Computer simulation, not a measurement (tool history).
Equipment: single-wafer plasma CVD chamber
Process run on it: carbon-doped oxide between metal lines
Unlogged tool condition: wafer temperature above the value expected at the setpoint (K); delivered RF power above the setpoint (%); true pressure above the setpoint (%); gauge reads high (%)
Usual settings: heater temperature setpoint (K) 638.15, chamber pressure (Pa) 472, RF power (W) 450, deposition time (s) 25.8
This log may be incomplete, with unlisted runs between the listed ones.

run,hour,heater temperature setpoint (K),chamber pressure (Pa),RF power (W),deposition time (s),wafers since the last listed run,hours since the last thermocouple change,hours since the last RF generator calibration,hours since the last manometer calibration,hours since the showerhead was replaced,hours since the gauge calibration,"read-back reference wafer on the same gauge, thickness_nm",mean film thickness on the monitor wafer (nm)
1,0.0,638.15,472,450,25.8,0,1114.1,621.0,1291.5,5595.2,59.2,105.967,103.881
2,34.4,638.15,472,450,23.1,640,1148.5,655.4,1325.9,5629.6,93.6,105.752,92.830
3,49.7,638.15,472,450,23.1,284,1163.8,670.7,1341.2,5644.9,108.9,106.040,93.033
4,61.9,638.15,472,450,23.1,227,1176.0,682.9,1353.4,5657.1,121.1,106.155,92.924
5,93.3,638.15,472,450,25.8,584,1207.4,714.3,1384.8,5688.5,152.5,106.025,103.217
6,114.0,638.15,472,450,25.8,385,1228.1,735.0,1405.5,5709.2,173.2,106.003,102.793
7,149.1,638.15,472,450,25.8,653,1263.2,770.1,1440.6,5744.3,208.3,105.886,102.987
8,164.9,638.15,472,450,25.8,294,1279.0,785.9,1456.4,5760.1,224.1,106.143,103.454
# hour 174.7: gauge calibrated
9,185.7,638.15,472,450,25.8,387,1299.8,806.7,1477.2,5780.9,11.0,106.061,102.902
10,206.5,638.15,472,450,25.8,387,1320.6,827.5,1498.0,5801.7,31.8,105.964,103.330
11,221.5,649.15,545,385,21.0,279,1335.6,842.5,1513.0,5816.7,46.8,106.187,75.771
12,241.8,623.15,372,490,21.4,378,1355.9,862.8,1533.3,5837.0,67.1,105.881,91.976
13,262.6,638.15,472,450,25.8,387,1376.7,883.6,1554.1,5857.8,87.9,106.042,103.045
# hour 273.3: capacitance manometer re-zeroed and calibrated
# hour 282.2: RF generator calibrated
14,298.4,629.15,472,450,25.8,368,1412.5,16.2,25.1,5893.6,123.7,106.018,102.137

Expected results for the next run?
# hour 309.2: thermocouple changed; heater temperature recalibrated
15,311.0,651.15,535,410,22.2,85,1.8,28.8,37.7,5906.2,136.3,?,?

read-back reference wafer on the same gauge, thickness_nm: 106.083
mean film thickness on the monitor wafer (nm): 80.245
Had the tool carried no hidden state, the very same run would have given mean film thickness on the monitor wafer (nm) 85.051.

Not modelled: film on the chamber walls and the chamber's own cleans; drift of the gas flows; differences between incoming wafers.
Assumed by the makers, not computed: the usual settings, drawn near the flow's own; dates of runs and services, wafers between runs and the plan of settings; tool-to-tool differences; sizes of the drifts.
